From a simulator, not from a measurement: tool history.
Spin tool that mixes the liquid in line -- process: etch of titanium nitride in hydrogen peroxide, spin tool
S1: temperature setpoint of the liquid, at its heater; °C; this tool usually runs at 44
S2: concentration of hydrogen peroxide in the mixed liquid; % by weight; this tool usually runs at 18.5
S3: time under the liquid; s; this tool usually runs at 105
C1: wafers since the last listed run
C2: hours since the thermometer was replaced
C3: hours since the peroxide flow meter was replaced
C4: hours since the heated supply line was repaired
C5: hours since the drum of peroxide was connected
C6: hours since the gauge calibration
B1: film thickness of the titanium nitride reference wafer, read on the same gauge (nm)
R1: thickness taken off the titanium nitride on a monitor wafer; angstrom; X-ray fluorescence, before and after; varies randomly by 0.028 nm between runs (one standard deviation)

run 1 hour=0 | S1=44 S2=18.5 S3=105 | C1=0 C2=742.6 C3=929.7 C4=986.7 C5=594.9 C6=423.3 | B1=110.02 | R1=48.4
run 2 hour=17.1 | S1=44 S2=18.5 S3=105 | C1=112 C2=759.7 C3=946.8 C4=1003.8 C5=612 C6=440.4 | B1=110 | R1=48.3
-- hour=37.6 gauge calibrated
run 3 hour=96.5 | S1=44 S2=18.5 S3=105 | C1=522 C2=839.1 C3=1026.2 C4=1083.2 C5=691.4 C6=58.9 | B1=109.99 | R1=47.1
run 4 hour=135 | S1=44 S2=18.5 S3=105 | C1=253 C2=877.6 C3=1064.7 C4=1121.7 C5=729.9 C6=97.4 | B1=110 | R1=47.3
run 5 hour=158.2 | S1=44 S2=18.5 S3=105 | C1=152 C2=900.8 C3=1087.9 C4=1144.9 C5=753.1 C6=120.6 | B1=109.99 | R1=47.5
run 6 hour=178.7 | S1=44 S2=18.5 S3=105 | C1=134 C2=921.3 C3=1108.4 C4=1165.4 C5=773.6 C6=141.1 | B1=110.02 | R1=47
run 7 hour=211.3 | S1=44 S2=18.5 S3=105 | C1=214 C2=953.9 C3=1141 C4=1198 C5=806.2 C6=173.7 | B1=109.99 | R1=47
run 8 hour=230.7 | S1=44 S2=18.5 S3=105 | C1=127 C2=973.3 C3=1160.4 C4=1217.4 C5=825.6 C6=193.1 | B1=110 | R1=47.2
run 9 hour=251.7 | S1=44 S2=18.5 S3=105 | C1=138 C2=994.3 C3=1181.4 C4=1238.4 C5=846.6 C6=214.1 | B1=110.02 | R1=47.3
run 10 hour=270.6 | S1=44 S2=18.5 S3=105 | C1=124 C2=1013.2 C3=1200.3 C4=1257.3 C5=865.5 C6=233 | B1=109.99 | R1=46.9
run 11 hour=294.5 | S1=44 S2=20 S3=105 | C1=157 C2=1037.1 C3=1224.2 C4=1281.2 C5=889.4 C6=256.9 | B1=110.03 | R1=47.9

Forecast run 12:
run 12 hour=324.8 | S1=39 S2=20 S3=165 | C1=199 C2=1067.4 C3=1254.5 C4=1311.5 C5=919.7 C6=287.2 | B1=? | R1=?

Logged for run 12: B1 109.99, R1 51.1 angstrom.
With no hidden state in the tool, this same run would have given R1 57.5 angstrom.
